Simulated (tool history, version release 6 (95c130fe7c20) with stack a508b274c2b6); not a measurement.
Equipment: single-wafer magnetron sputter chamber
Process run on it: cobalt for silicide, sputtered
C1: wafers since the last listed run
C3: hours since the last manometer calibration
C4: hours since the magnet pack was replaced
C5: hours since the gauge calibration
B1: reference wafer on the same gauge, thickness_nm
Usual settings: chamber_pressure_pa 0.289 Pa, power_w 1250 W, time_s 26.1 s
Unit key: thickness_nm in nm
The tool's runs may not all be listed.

Run 1, hour 0.0: usual settings; C1 0; wafers on the sputter target 2973; C3 2066.3; C4 8361.1; C5 1223.9; B1 16.446. Result: thickness_nm 15.060 nm.
Run 2, hour 39.0: usual settings; C1 637; wafers on the sputter target 3610; C3 2105.3; C4 8400.1; C5 1262.9; B1 16.431. Result: thickness_nm 14.944 nm.
Run 3, hour 109.2: usual settings; C1 1147; wafers on the sputter target 4758; C3 2175.5; C4 8470.3; C5 1333.1; B1 16.392. Result: thickness_nm 14.869 nm.
Run 4, hour 180.9: usual settings; C1 1172; wafers on the sputter target 5930; C3 2247.2; C4 8542.0; C5 1404.8; B1 16.432. Result: thickness_nm 14.694 nm.
Run 5, hour 231.9: usual settings; C1 833; wafers on the sputter target 6764; C3 2298.2; C4 8593.0; C5 1455.8; B1 16.393. Result: thickness_nm 14.734 nm.
At hour 251.2: sputter target and shields replaced.
Run 6, hour 263.5: usual settings but chamber_pressure_pa 0.366 Pa; C1 385; wafers on the sputter target 200; C3 2329.8; C4 8624.6; C5 1487.4; B1 16.389. Result: thickness_nm 13.884 nm.
Run 7, hour 305.2: usual settings but chamber_pressure_pa 0.366 Pa; C1 681; wafers on the sputter target 882; C3 2371.5; C4 8666.3; C5 1529.1; B1 16.382. Result: thickness_nm 13.751 nm.
At hour 312.7: gauge calibrated.
Run 8, hour 333.1: usual settings; C1 456; wafers on the sputter target 1338; C3 2399.4; C4 8694.2; C5 20.4; B1 16.373. Result: thickness_nm 14.163 nm.
Run 9, hour 365.5: usual settings; C1 529; wafers on the sputter target 1868; C3 2431.8; C4 8726.6; C5 52.8; B1 16.423. Result: thickness_nm 14.327 nm.
Run 10, hour 423.5: usual settings; C1 948; wafers on the sputter target 2816; C3 2489.8; C4 8784.6; C5 110.8; B1 16.407. Result: thickness_nm 14.065 nm.
At hour 446.1: magnet pack replaced.
Run 11, hour 461.2: usual settings; C1 485; wafers on the sputter target 3301; C3 2527.5; C4 15.1; C5 148.5; B1 16.384. Result: thickness_nm 14.031 nm.
Run 12, hour 489.3: usual settings; C1 459; wafers on the sputter target 3761; C3 2555.6; C4 43.2; C5 176.6; B1 16.428. Result: thickness_nm 14.087 nm.
Run 13, hour 552.3: usual settings but power_w 1100 W, time_s 22.0 s; C1 1029; wafers on the sputter target 4791; C3 2618.6; C4 106.2; C5 239.6; B1 16.382. Result: thickness_nm 10.231 nm.
Run 14, hour 582.6: usual settings but chamber_pressure_pa 0.257 Pa, power_w 1450 W, time_s 22.2 s; C1 495; wafers on the sputter target 5286; C3 2648.9; C4 136.5; C5 269.9; B1 16.379. Result: thickness_nm 13.856 nm.
Run 15, hour 620.2: usual settings but chamber_pressure_pa 0.380 Pa, time_s 28.4 s; C1 614; wafers on the sputter target 5901; C3 2686.5; C4 174.1; C5 307.5; B1 16.422. Result: thickness_nm 14.477 nm.
Run 16, hour 665.4: usual settings but chamber_pressure_pa 0.182 Pa; C1 738; wafers on the sputter target 6640; C3 2731.7; C4 219.3; C5 352.7; B1 16.397. Result: thickness_nm 14.446 nm.
At hour 689.0: sputter target and shields replaced, repeated, since the last time left the tool worse.
Run 17, hour 706.0: usual settings but time_s 22.8 s; C1 532; wafers on the sputter target 277; C3 2772.3; C4 259.9; C5 393.3; B1 16.398. Result: thickness_nm 13.310 nm.
Run 18, hour 745.0: usual settings but chamber_pressure_pa 0.373 Pa, power_w 1400 W; C1 637; wafers on the sputter target 915; C3 2811.3; C4 298.9; C5 432.3; B1 16.430. Result: thickness_nm 16.491 nm.
Run 19, hour 780.7: usual settings; C1 583; wafers on the sputter target 1499; C3 2847.0; C4 334.6; C5 468.0; B1 16.395. Result: thickness_nm 15.299 nm.
Run 20, hour 818.8: usual settings but chamber_pressure_pa 0.194 Pa, power_w 1050 W, time_s 24.0 s; C1 622; wafers on the sputter target 2122; C3 2885.1; C4 372.7; C5 506.1; B1 16.434. Result: thickness_nm 12.193 nm.
Run 21, hour 871.2: usual settings; C1 856; wafers on the sputter target 2978; C3 2937.5; C4 425.1; C5 558.5; B1 16.393. Result: thickness_nm 15.048 nm.
Run 22, hour 916.3: usual settings but chamber_pressure_pa 0.385 Pa; C1 737; wafers on the sputter target 3716; C3 2982.6; C4 470.2; C5 603.6; B1 16.397. Result: thickness_nm 14.194 nm.
Run 23, hour 964.4: usual settings; C1 786; wafers on the sputter target 4502; C3 3030.7; C4 518.3; C5 651.7; B1 16.413. Result: thickness_nm 14.928 nm.
Run 24, hour 1016.1: usual settings; C1 845; wafers on the sputter target 5347; C3 3082.4; C4 570.0; C5 703.4; B1 16.379. Result: thickness_nm 14.734 nm.
At hour 1050.1: capacitance manometer re-zeroed and calibrated.
Run 25, hour 1079.7: usual settings; C1 908; wafers on the sputter target 6256; C3 29.6; C4 633.6; C5 767.0; B1 16.419. Result: thickness_nm 14.799 nm.
Run 26, hour 1108.3: usual settings but chamber_pressure_pa 0.333 Pa, power_w 1550 W, time_s 29.0 s; C1 467; wafers on the sputter target 6724; C3 58.2; C4 662.2; C5 795.6; B1 16.399. Result: thickness_nm 20.043 nm.
At hour 1122.6: sputter target and shields replaced.
Run 27, hour 1169.8: usual settings; C1 874; wafers on the sputter target 771; C3 119.7; C4 723.7; C5 857.1; B1 16.396. Result: thickness_nm 15.120 nm.
Run 28, hour 1239.7: usual settings but chamber_pressure_pa 0.189 Pa, power_w 1550 W, time_s 22.7 s; C1 1142; wafers on the sputter target 1913; C3 189.6; C4 793.6; C5 927.0; B1 16.412. Result: thickness_nm 16.996 nm.
Run 29, hour 1291.8: usual settings but power_w 1550 W; C1 851; wafers on the sputter target 2765; C3 241.7; C4 845.7; C5 979.1; B1 16.397. Result: thickness_nm 18.711 nm.
Run 30, hour 1347.5: usual settings but power_w 1050 W, time_s 29.8 s; C1 910; wafers on the sputter target 3676; C3 297.4; C4 901.4; C5 1034.8; B1 16.369. Result: thickness_nm 14.554 nm.
Run 31, hour 1405.2: usual settings; C1 943; wafers on the sputter target 4619; C3 355.1; C4 959.1; C5 1092.5; B1 16.382. Result: thickness_nm 15.064 nm.
Run 32, hour 1472.1: usual settings; C1 1093; wafers on the sputter target 5713; C3 422.0; C4 1026.0; C5 1159.4; B1 16.405. Result: thickness_nm 14.930 nm.
Run 33, hour 1499.9: usual settings but chamber_pressure_pa 0.383 Pa; C1 454; wafers on the sputter target 6167; C3 449.8; C4 1053.8; C5 1187.2; B1 16.394. Result: thickness_nm 14.366 nm.
At hour 1523.7: sputter target and shields replaced.
Run 34, hour 1525.4: usual settings but chamber_pressure_pa 0.330 Pa, power_w 1150 W, time_s 29.4 s; C1 286; wafers on the sputter target 27; C3 475.3; C4 1079.3; C5 1212.7; B1 16.433. Result: thickness_nm 15.707 nm.
Run 35, hour 1554.4: usual settings but power_w 1150 W, time_s 30.7 s; C1 474; wafers on the sputter target 501; C3 504.3; C4 1108.3; C5 1241.7; B1 16.379. Result: thickness_nm 16.591 nm.

Expected results for the next run?
Run 36, hour 1607.9: usual settings; C1 874; wafers on the sputter target 1376; C3 557.8; C4 1161.8; C5 1295.2; B1 ?. Result: thickness_nm ?.

B1: 16.388
thickness_nm: 15.237 nm
Without the tool's hidden state the same run would have given thickness_nm 15.377 nm.
